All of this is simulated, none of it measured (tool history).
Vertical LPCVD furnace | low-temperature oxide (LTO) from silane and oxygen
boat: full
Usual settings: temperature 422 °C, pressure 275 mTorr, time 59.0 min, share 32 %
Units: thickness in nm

run	hour	temperature	pressure	time	share	read-back reference wafer on the same gauge, thickness	thickness
1	0.0	422	275	59.0	32	499.81	627.95
2	101.9	422	275	59.0	32	498.71	628.85
3	140.4	415	275	59.0	32	498.74	583.95
4	172.8	415	275	59.0	32	499.65	582.11
5	236.0	422	275	59.0	32	498.58	630.40
6	267.7	422	275	59.0	32	499.14	630.63
7	334.6	422	275	59.0	32	499.00	633.94
8	389.5	422	275	59.0	32	498.54	630.85
9	430.7	422	275	59.0	32	499.85	631.80
10	457.1	422	275	59.0	32	498.94	631.98
11	519.1	422	330	64.0	32	499.00	823.95
12	584.5	422	330	64.0	32	498.88	823.84
13	628.0	422	330	59.0	32	498.98	757.42
14	667.3	422	330	59.0	32	498.53	756.20
15	715.5	432	275	36.0	32	498.32	428.92
16	773.3	411	220	75.5	35	499.32	646.65
17	845.3	422	275	59.0	32	499.07	644.92
18	1043.8	431	275	59.0	26	498.89	540.76
19	1114.2	422	275	59.0	29	498.83	573.16
20	1139.2	422	275	59.0	32	498.93	650.96
21	1175.8	428	215	36.0	29	499.16	271.99
22	1220.3	422	275	59.0	32	499.24	609.44
23	1248.1	422	330	64.0	32	499.36	798.93
24	1290.2	422	275	69.5	26	499.33	537.17
25	1343.5	430	275	59.0	32	499.38	667.60
26	1404.5	414	340	37.5	32	499.27	444.31
27	1432.6	422	275	80.0	32	498.77	836.73
28	1472.0	422	275	59.0	32	498.40	618.06
29	1519.0	415	215	68.0	32	498.73	514.22
30	1698.3	422	275	59.0	32	498.76	621.72
31	1739.3	416	225	71.5	30	499.12	528.13
32	1779.5	411	275	59.0	32	498.85	550.91

Not shown: 5 entries that the log had between the listed runs. Between which runs, and how does the tool's hidden state differ before and after?
Between runs 10 and 11: thermocouples replaced and temperature profile calibrated (hour 507.9)
  deviation of the silane flow from its setpoint, %: 3.72 -> 3.75
  measured less the result without the state, thickness: +20.61 -> +27.02 nm
Between runs 14 and 15: pressure gauge zeroed (hour 715.0)
  deviation of the silane flow from its setpoint, %: 3.8 -> 3.81
  measured less the result without the state, thickness: +25.13 -> +14.02 nm
Between runs 16 and 17: silane flow controller replaced (hour 804.7); gauge calibrated (hour 823.3)
  deviation of the silane flow from its setpoint, %: 3.83 -> 6.62
  measured less the result without the state, thickness: +19.92 -> +36.08 nm
Between runs 20 and 21: silane flow controller replaced, repeated, since the last time left the tool worse (hour 1171.6)
  deviation of the silane flow from its setpoint, %: 7.73 -> 0.2
  measured less the result without the state, thickness: +41.91 -> +0.55 nm
